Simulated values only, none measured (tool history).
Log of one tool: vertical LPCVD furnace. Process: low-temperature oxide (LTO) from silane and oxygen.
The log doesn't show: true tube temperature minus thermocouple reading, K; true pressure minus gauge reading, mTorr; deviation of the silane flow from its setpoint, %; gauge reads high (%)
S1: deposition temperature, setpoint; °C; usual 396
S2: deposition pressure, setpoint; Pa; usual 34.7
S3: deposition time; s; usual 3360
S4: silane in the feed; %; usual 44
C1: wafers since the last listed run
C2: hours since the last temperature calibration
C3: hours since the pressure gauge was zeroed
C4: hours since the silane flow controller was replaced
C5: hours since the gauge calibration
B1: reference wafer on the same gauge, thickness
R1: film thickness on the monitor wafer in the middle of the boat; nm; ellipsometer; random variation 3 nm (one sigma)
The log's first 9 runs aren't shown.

run    hour   S1    S2    S3  S4    C1      C2      C3      C4      C5      B1      R1
      679.2  -- thermocouples replaced and temperature profile calibrated
 10   717.3  405  34.7  3360  44   809    38.1  3386.3   445.7  2181.1  560.05  709.04
 11   822.6  396  34.7  3360  44  1096   143.4  3491.6   551.0  2286.4  560.33  647.14
 12   891.7  408  34.7  3360  44   719   212.5  3560.7   620.1  2355.5  559.17  735.49
 13   959.3  396  34.7  3360  44   704   280.1  3628.3   687.7  2423.1  559.09  649.78
 14  1030.4  396  34.7  3360  44   740   351.2  3699.4   758.8  2494.2  559.04  651.47
 15  1089.1  386  34.7  2820  44   611   409.9  3758.1   817.5  2552.9  558.94  484.52
 16  1144.9  396  34.7  3360  44   581   465.7  3813.9   873.3  2608.7  558.38  645.56
 17  1467.3  399  30.0  3360  44  3358   788.1  4136.3  1195.7  2931.1  559.70  581.54
 18  1512.3  396  40.7  3360  50   468   833.1  4181.3  1240.7  2976.1  558.93  865.08
     1569.5  -- gauge calibrated
 19  1611.1  403  29.3  3360  44  1029   931.9  4280.1  1339.5    41.6  559.77  597.41
     1636.6  -- pressure gauge zeroed
 20  1647.6  396  26.0  3360  41   130   968.4    11.0  1376.0    78.1  559.51  432.79
 21  1753.1  400  34.7  2790  44  1098  1073.9   116.5  1481.5   183.6  560.29  542.82
 22  1799.0  396  34.7  3360  44   478  1119.8   162.4  1527.4   229.5  559.22  626.25
 23  1877.6  391  34.7  3360  44   818  1198.4   241.0  1606.0   308.1  559.12  597.30
 24  1922.5  396  34.7  3360  41   467  1243.3   285.9  1650.9   353.0  558.62  571.60
 25  1980.3  396  32.0  2400  44   602  1301.1   343.7  1708.7   410.8  559.03  412.94
 26  2028.7  396  34.7  3360  37   504  1349.5   392.1  1757.1   459.2  559.88  504.27
 27  2120.1  396  34.7  3360  44   952  1440.9   483.5  1848.5   550.6  558.77  620.44
 28  2195.3  396  34.7  3360  44   783  1516.1   558.7  1923.7   625.8  559.11  620.40
 29  2271.2  396  34.7  3360  44   790  1592.0   634.6  1999.6   701.7  559.72  621.67
     2306.8  -- thermocouples replaced and temperature profile calibrated
 30  2310.5  396  34.7  2490  36   159     3.7   673.9  2038.9   741.0  558.42  357.77

5 ways to go on from here, each from the tool as it stands after run 30. What would each give?
  A  2315.3  396  34.7  3360  44  49  8.5  678.7  2043.7  745.8   ?   ?
  B  2315.3  396  38.0  3000  44  49  8.5  678.7  2043.7  745.8   ?   ?
  C  2315.3  396  39.3  4440  44  49  8.5  678.7  2043.7  745.8   ?   ?
  D  2315.3  396  34.7  2460  50  49  8.5  678.7  2043.7  745.8   ?   ?
  E  2315.3  396  27.3  3360  44  49  8.5  678.7  2043.7  745.8   ?   ?

run      B1      R1
  A  559.14  620.26
  B  559.14  606.76
  C  559.14  929.35
  D  559.14  518.04
  E  559.14  489.79
Without the tool's hidden state the same runs would have given:
run      R1
  A  634.98
  B  621.47
  C  952.04
  D  525.86
  E  500.66
